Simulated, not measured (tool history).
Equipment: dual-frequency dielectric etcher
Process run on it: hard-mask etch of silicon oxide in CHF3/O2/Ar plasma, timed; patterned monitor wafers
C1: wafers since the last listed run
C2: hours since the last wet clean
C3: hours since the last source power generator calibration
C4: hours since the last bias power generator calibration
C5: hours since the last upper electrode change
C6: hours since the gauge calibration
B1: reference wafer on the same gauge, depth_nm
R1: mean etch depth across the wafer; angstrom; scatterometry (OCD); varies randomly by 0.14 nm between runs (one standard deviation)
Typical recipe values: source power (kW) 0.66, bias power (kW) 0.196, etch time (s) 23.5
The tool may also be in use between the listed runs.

Run 1, day 0: usual settings but bias power (kW) 0.221; C1 0; C2 0.5; C3 3803.7; C4 2848.8; C5 4230.5; C6 37.6; B1 48.13. Result: R1 525.4 angstrom.
Run 2, day 0.592: usual settings; C1 157; C2 14.7; C3 3817.9; C4 2863; C5 4244.7; C6 51.8; B1 48.13. Result: R1 504.5 angstrom.
Run 3, day 1.667: usual settings; C1 286; C2 40.5; C3 3843.7; C4 2888.8; C5 4270.5; C6 77.6; B1 48.05. Result: R1 504 angstrom.
Run 4, day 2.962: usual settings; C1 345; C2 71.6; C3 3874.8; C4 2919.9; C5 4301.6; C6 108.7; B1 48.01. Result: R1 502.9 angstrom.
Run 5, day 3.962: usual settings but bias power (kW) 0.161; C1 266; C2 95.6; C3 3898.8; C4 2943.9; C5 4325.6; C6 132.7; B1 47.92. Result: R1 472.2 angstrom.
Run 6, day 5.033: usual settings; C1 285; C2 121.3; C3 3924.5; C4 2969.6; C5 4351.3; C6 158.4; B1 48. Result: R1 503.4 angstrom.
Run 7, day 6.071: usual settings; C1 276; C2 146.2; C3 3949.4; C4 2994.5; C5 4376.2; C6 183.3; B1 48.04. Result: R1 502.3 angstrom.
Run 8, day 6.596: usual settings but source power (kW) 0.56, bias power (kW) 0.155, etch time (s) 19.5; C1 139; C2 158.8; C3 3962; C4 3007.1; C5 4388.8; C6 195.9; B1 47.95. Result: R1 356.1 angstrom.
Run 9, day 7.996: usual settings but etch time (s) 16.5; C1 373; C2 192.4; C3 3995.6; C4 3040.7; C5 4422.4; C6 229.5; B1 47.88. Result: R1 351.9 angstrom.
Run 10, day 8.942: usual settings; C1 252; C2 215.1; C3 4018.3; C4 3063.4; C5 4445.1; C6 252.2; B1 47.84. Result: R1 500.7 angstrom.
At day 9.654: source power generator calibrated.
At day 9.717: bias power generator calibrated.
Run 11, day 10.312: usual settings but source power (kW) 0.81, etch time (s) 27.5; C1 304; C2 248; C3 15.8; C4 14.3; C5 4478; C6 285.1; B1 47.9. Result: R1 645 angstrom.
Run 12, day 11.079: usual settings but source power (kW) 0.52, bias power (kW) 0.156, etch time (s) 28; C1 204; C2 266.4; C3 34.2; C4 32.7; C5 4496.4; C6 303.5; B1 47.81. Result: R1 488.8 angstrom.
Run 13, day 12.067: usual settings but source power (kW) 0.51; C1 263; C2 290.1; C3 57.9; C4 56.4; C5 4520.1; C6 327.2; B1 47.81. Result: R1 442.5 angstrom.
Run 14, day 13.412: usual settings but source power (kW) 0.62, bias power (kW) 0.176; C1 358; C2 322.4; C3 90.2; C4 88.7; C5 4552.4; C6 359.5; B1 47.82. Result: R1 467.5 angstrom.
Run 15, day 14.254: usual settings but bias power (kW) 0.221; C1 224; C2 342.6; C3 110.4; C4 108.9; C5 4572.6; C6 379.7; B1 47.76. Result: R1 518.7 angstrom.
Run 16, day 15.15: usual settings but source power (kW) 0.6, etch time (s) 21; C1 238; C2 364.1; C3 131.9; C4 130.4; C5 4594.1; C6 401.2; B1 47.76. Result: R1 426.8 angstrom.
Run 17, day 15.704: usual settings; C1 147; C2 377.4; C3 145.2; C4 143.7; C5 4607.4; C6 414.5; B1 47.74. Result: R1 500.5 angstrom.
At day 17.583: wet clean of the chamber.
Run 18, day 17.604: usual settings but bias power (kW) 0.237, etch time (s) 26; C1 239; C2 0.5; C3 190.8; C4 189.3; C5 4653; C6 460.1; B1 47.72. Result: R1 591.1 angstrom.
At day 18.767: upper electrode replaced.
Run 19, day 18.788: usual settings but source power (kW) 0.81, etch time (s) 19.5; C1 48; C2 28.9; C3 219.2; C4 217.7; C5 0.5; C6 488.5; B1 47.72. Result: R1 456.3 angstrom.
Run 20, day 18.8: usual settings but source power (kW) 0.53, etch time (s) 21; C1 3; C2 29.2; C3 219.5; C4 218; C5 0.8; C6 488.8; B1 47.67. Result: R1 404 angstrom.
Run 21, day 20.2: usual settings but source power (kW) 0.56, bias power (kW) 0.159, etch time (s) 18.5; C1 373; C2 62.8; C3 253.1; C4 251.6; C5 34.4; C6 522.4; B1 47.61. Result: R1 338.6 angstrom.
Run 22, day 21.621: usual settings; C1 378; C2 96.9; C3 287.2; C4 285.7; C5 68.5; C6 556.5; B1 47.57. Result: R1 501.1 angstrom.
Run 23, day 22.904: usual settings but source power (kW) 0.77; C1 342; C2 127.7; C3 318; C4 316.5; C5 99.3; C6 587.3; B1 47.54. Result: R1 536.5 angstrom.
Run 24, day 23.733: usual settings but source power (kW) 0.73, bias power (kW) 0.171, etch time (s) 21.5; C1 221; C2 147.6; C3 337.9; C4 336.4; C5 119.2; C6 607.2; B1 47.53. Result: R1 457.8 angstrom.
Run 25, day 24.821: usual settings but etch time (s) 29; C1 289; C2 173.7; C3 364; C4 362.5; C5 145.3; C6 633.3; B1 47.54. Result: R1 614 angstrom.
Run 26, day 26.283: usual settings but bias power (kW) 0.179; C1 389; C2 208.8; C3 399.1; C4 397.6; C5 180.4; C6 668.4; B1 47.45. Result: R1 479.3 angstrom.
Run 27, day 27.712: usual settings but source power (kW) 0.74, etch time (s) 21.5; C1 380; C2 243.1; C3 433.4; C4 431.9; C5 214.7; C6 702.7; B1 47.46. Result: R1 478.6 angstrom.
Run 28, day 28.638: usual settings but source power (kW) 0.78; C1 246; C2 265.3; C3 455.6; C4 454.1; C5 236.9; C6 724.9; B1 47.45. Result: R1 535.6 angstrom.
Run 29, day 29.542: usual settings; C1 241; C2 287; C3 477.3; C4 475.8; C5 258.6; C6 746.6; B1 47.41. Result: R1 495.5 angstrom.

Hidden state at the last listed run before each entry between runs and at the first one after, where it differs:
In the gap between runs 10 and 11: source power generator calibrated (day 9.654); bias power generator calibrated (day 9.717)
  gauge reads high (%): -0.641 -> -0.711
  difference, measured minus the result without the unlogged condition, R1: -3.2 -> -4.6 angstrom
In the gap between runs 17 and 18: wet clean of the chamber (day 17.583)
  gauge reads high (%): -0.987 -> -1.08
  difference, measured minus the result without the unlogged condition, R1: -5 -> -6.5 angstrom
In the gap between runs 18 and 19: upper electrode replaced (day 18.767)
  gauge reads high (%): -1.08 -> -1.14
  difference, measured minus the result without the unlogged condition, R1: -6.5 -> -5.2 angstrom
